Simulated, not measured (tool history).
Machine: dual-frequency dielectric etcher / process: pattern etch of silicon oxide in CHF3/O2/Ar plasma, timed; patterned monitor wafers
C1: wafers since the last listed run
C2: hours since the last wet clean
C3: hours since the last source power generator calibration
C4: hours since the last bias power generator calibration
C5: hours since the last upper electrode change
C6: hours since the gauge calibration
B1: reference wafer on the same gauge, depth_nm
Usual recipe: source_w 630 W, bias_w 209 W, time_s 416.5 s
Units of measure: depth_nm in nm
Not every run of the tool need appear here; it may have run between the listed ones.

Run 1, hour 0: usual settings but bias_w 232 W; C1 0; C2 51.6; C3 1715.3; C4 4423.8; C5 3737.4; C6 154.2; B1 636.9. Result: depth_nm 779.3 nm.
Run 2, hour 19.4: usual settings; C1 64; C2 71; C3 1734.7; C4 4443.2; C5 3756.8; C6 173.6; B1 637.1. Result: depth_nm 746.6 nm.
Run 3, hour 48.4: usual settings; C1 96; C2 100; C3 1763.7; C4 4472.2; C5 3785.8; C6 202.6; B1 636.5. Result: depth_nm 753.5 nm.
Run 4, hour 60.7: usual settings; C1 40; C2 112.3; C3 1776; C4 4484.5; C5 3798.1; C6 214.9; B1 637. Result: depth_nm 754.3 nm.
Run 5, hour 78.5: usual settings; C1 58; C2 130.1; C3 1793.8; C4 4502.3; C5 3815.9; C6 232.7; B1 636.8. Result: depth_nm 745.1 nm.
Run 6, hour 100.7: usual settings; C1 73; C2 152.3; C3 1816; C4 4524.5; C5 3838.1; C6 254.9; B1 637.1. Result: depth_nm 752.2 nm.
Run 7, hour 127.7: usual settings; C1 89; C2 179.3; C3 1843; C4 4551.5; C5 3865.1; C6 281.9; B1 636.7. Result: depth_nm 749.3 nm.
Run 8, hour 148.5: usual settings; C1 68; C2 200.1; C3 1863.8; C4 4572.3; C5 3885.9; C6 302.7; B1 636.6. Result: depth_nm 757.3 nm.
Run 9, hour 173.9: usual settings but source_w 520 W, time_s 372.5 s; C1 84; C2 225.5; C3 1889.2; C4 4597.7; C5 3911.3; C6 328.1; B1 636.7. Result: depth_nm 635.4 nm.
Run 10, hour 204: usual settings but source_w 520 W, time_s 372.5 s; C1 99; C2 255.6; C3 1919.3; C4 4627.8; C5 3941.4; C6 358.2; B1 636.7. Result: depth_nm 637.5 nm.
Run 11, hour 219.7: usual settings; C1 52; C2 271.3; C3 1935; C4 4643.5; C5 3957.1; C6 373.9; B1 636.9. Result: depth_nm 750.4 nm.
Run 12, hour 254.9: usual settings; C1 116; C2 306.5; C3 1970.2; C4 4678.7; C5 3992.3; C6 409.1; B1 636.9. Result: depth_nm 746 nm.
Run 13, hour 278.6: usual settings but time_s 366.5 s; C1 78; C2 330.2; C3 1993.9; C4 4702.4; C5 4016; C6 432.8; B1 637.2. Result: depth_nm 656.3 nm.
Run 14, hour 296.8: usual settings but time_s 366.5 s; C1 60; C2 348.4; C3 2012.1; C4 4720.6; C5 4034.2; C6 451; B1 636.8. Result: depth_nm 660.2 nm.
At hour 327.6: upper electrode replaced.
Run 15, hour 328.1: usual settings but source_w 720 W, bias_w 249 W, time_s 484 s; C1 24; C2 379.7; C3 2043.4; C4 4751.9; C5 0.5; C6 482.3; B1 636.6. Result: depth_nm 955 nm.
At hour 360: wet clean of the chamber.
Run 16, hour 360.5: usual settings but source_w 690 W, bias_w 168 W, time_s 525 s; C1 27; C2 0.5; C3 2075.8; C4 4784.3; C5 32.9; C6 514.7; B1 637.2. Result: depth_nm 901.3 nm.
Run 17, hour 360.9: usual settings but bias_w 252 W, time_s 459 s; C1 1; C2 0.9; C3 2076.2; C4 4784.7; C5 33.3; C6 515.1; B1 636.4. Result: depth_nm 876.4 nm.
Run 18, hour 369: usual settings; C1 26; C2 9; C3 2084.3; C4 4792.8; C5 41.4; C6 523.2; B1 637.3. Result: depth_nm 757 nm.
At hour 389.8: source power generator calibrated.
Run 19, hour 391.1: usual settings but source_w 510 W, bias_w 237 W; C1 59; C2 31.1; C3 1.3; C4 4814.9; C5 63.5; C6 545.3; B1 636.5. Result: depth_nm 738.6 nm.
Run 20, hour 408.1: usual settings; C1 56; C2 48.1; C3 18.3; C4 4831.9; C5 80.5; C6 562.3; B1 637. Result: depth_nm 751.9 nm.
At hour 422.1: gauge calibrated.
At hour 426.9: bias power generator calibrated.
Run 21, hour 429.8: usual settings but time_s 457.5 s; C1 58; C2 69.8; C3 40; C4 2.9; C5 102.2; C6 7.7; B1 637.3. Result: depth_nm 824.1 nm.
Run 22, hour 453.4: usual settings; C1 78; C2 93.4; C3 63.6; C4 26.5; C5 125.8; C6 31.3; B1 636.6. Result: depth_nm 747.6 nm.
Run 23, hour 476.9: usual settings but source_w 760 W, bias_w 159 W, time_s 538.5 s; C1 77; C2 116.9; C3 87.1; C4 50; C5 149.3; C6 54.8; B1 637.1. Result: depth_nm 933.1 nm.
Run 24, hour 499.1: usual settings but bias_w 246 W, time_s 361 s; C1 73; C2 139.1; C3 109.3; C4 72.2; C5 171.5; C6 77; B1 636.5. Result: depth_nm 685.5 nm.
Run 25, hour 513.9: usual settings; C1 49; C2 153.9; C3 124.1; C4 87; C5 186.3; C6 91.8; B1 637. Result: depth_nm 755.2 nm.
Run 26, hour 536.9: usual settings but source_w 730 W, bias_w 224 W, time_s 490 s; C1 76; C2 176.9; C3 147.1; C4 110; C5 209.3; C6 114.8; B1 636.8. Result: depth_nm 929.7 nm.
Run 27, hour 571.7: usual settings but time_s 297 s; C1 115; C2 211.7; C3 181.9; C4 144.8; C5 244.1; C6 149.6; B1 636.6. Result: depth_nm 533.4 nm.
Run 28, hour 589.5: usual settings but source_w 690 W, bias_w 168 W, time_s 525 s; C1 58; C2 229.5; C3 199.7; C4 162.6; C5 261.9; C6 167.4; B1 636.7. Result: depth_nm 907.5 nm.

Take each entry between the runs: how does the hidden state at the last listed run before it differ from the hidden state at the first listed run after it?
Logged between run 14 and run 15: upper electrode replaced (hour 327.6)
  nothing in the hidden state changes from one run to the other
Logged between run 15 and run 16: wet clean of the chamber (hour 360)
  nothing in the hidden state changes from one run to the other
Logged between run 18 and run 19: source power generator calibrated (hour 389.8)
  nothing in the hidden state changes from one run to the other
Logged between run 20 and run 21: gauge calibrated (hour 422.1); bias power generator calibrated (hour 426.9)
  nothing in the hidden state changes from one run to the other

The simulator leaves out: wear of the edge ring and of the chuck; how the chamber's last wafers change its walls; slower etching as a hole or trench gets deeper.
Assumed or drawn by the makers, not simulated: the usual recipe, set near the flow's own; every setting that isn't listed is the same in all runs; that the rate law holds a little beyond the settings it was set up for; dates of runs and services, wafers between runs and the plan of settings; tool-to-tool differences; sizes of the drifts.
